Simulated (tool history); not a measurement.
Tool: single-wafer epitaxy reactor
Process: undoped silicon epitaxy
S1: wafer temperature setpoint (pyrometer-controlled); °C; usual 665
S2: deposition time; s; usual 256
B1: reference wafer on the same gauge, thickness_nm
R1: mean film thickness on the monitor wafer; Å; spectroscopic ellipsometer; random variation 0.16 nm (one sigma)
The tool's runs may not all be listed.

{"run": 1, "day": 0.0, "S1": 665, "S2": 256, "B1": 67.007, "R1": 607.56}
{"run": 2, "day": 0.583, "S1": 665, "S2": 256, "B1": 67.106, "R1": 607.59}
{"run": 3, "day": 1.638, "S1": 665, "S2": 256, "B1": 67.079, "R1": 609.81}
{"run": 4, "day": 2.275, "S1": 665, "S2": 256, "B1": 67.081, "R1": 609.1}
{"run": 5, "day": 3.275, "S1": 665, "S2": 256, "B1": 67.086, "R1": 606.23}
{"run": 6, "day": 4.462, "S1": 665, "S2": 256, "B1": 67.054, "R1": 608.11}
{"run": 7, "day": 4.988, "S1": 665, "S2": 256, "B1": 67.152, "R1": 608.06}
{"run": 8, "day": 6.254, "S1": 665, "S2": 291, "B1": 67.054, "R1": 690.93}
{"run": 9, "day": 6.896, "S1": 665, "S2": 291, "B1": 67.122, "R1": 688.45}
{"run": 10, "day": 7.417, "S1": 665, "S2": 291, "B1": 67.114, "R1": 690.66}
{"run": 11, "day": 8.842, "S1": 680, "S2": 293, "B1": 67.089, "R1": 916.82}
{"day": 9.538, "done": "gauge calibrated"}
{"run": 12, "day": 10.125, "S1": 660, "S2": 284, "B1": 67.081, "R1": 614.62}
{"run": 13, "day": 11.371, "S1": 665, "S2": 256, "B1": 67.208, "R1": 609.15}
{"run": 14, "day": 12.483, "S1": 665, "S2": 256, "B1": 67.129, "R1": 606.89}
{"day": 12.883, "done": "pyrometer calibrated"}
{"run": 15, "day": 13.204, "S1": 651, "S2": 305, "B1": 67.118, "R1": 532.41}
{"run": 16, "day": 14.425, "S1": 659, "S2": 275, "B1": 67.055, "R1": 559.54}
{"run": 17, "day": 15.633, "S1": 680, "S2": 289, "B1": 67.061, "R1": 863.99}

Forecast run 18:
{"run": 18, "day": 16.392, "S1": 672, "S2": 215, "B1": "?", "R1": "?"}

{"run 18": {"B1": 67.088, "R1": 558.53}}
Without the tool's hidden state the same run would have given R1 547.33 Å.

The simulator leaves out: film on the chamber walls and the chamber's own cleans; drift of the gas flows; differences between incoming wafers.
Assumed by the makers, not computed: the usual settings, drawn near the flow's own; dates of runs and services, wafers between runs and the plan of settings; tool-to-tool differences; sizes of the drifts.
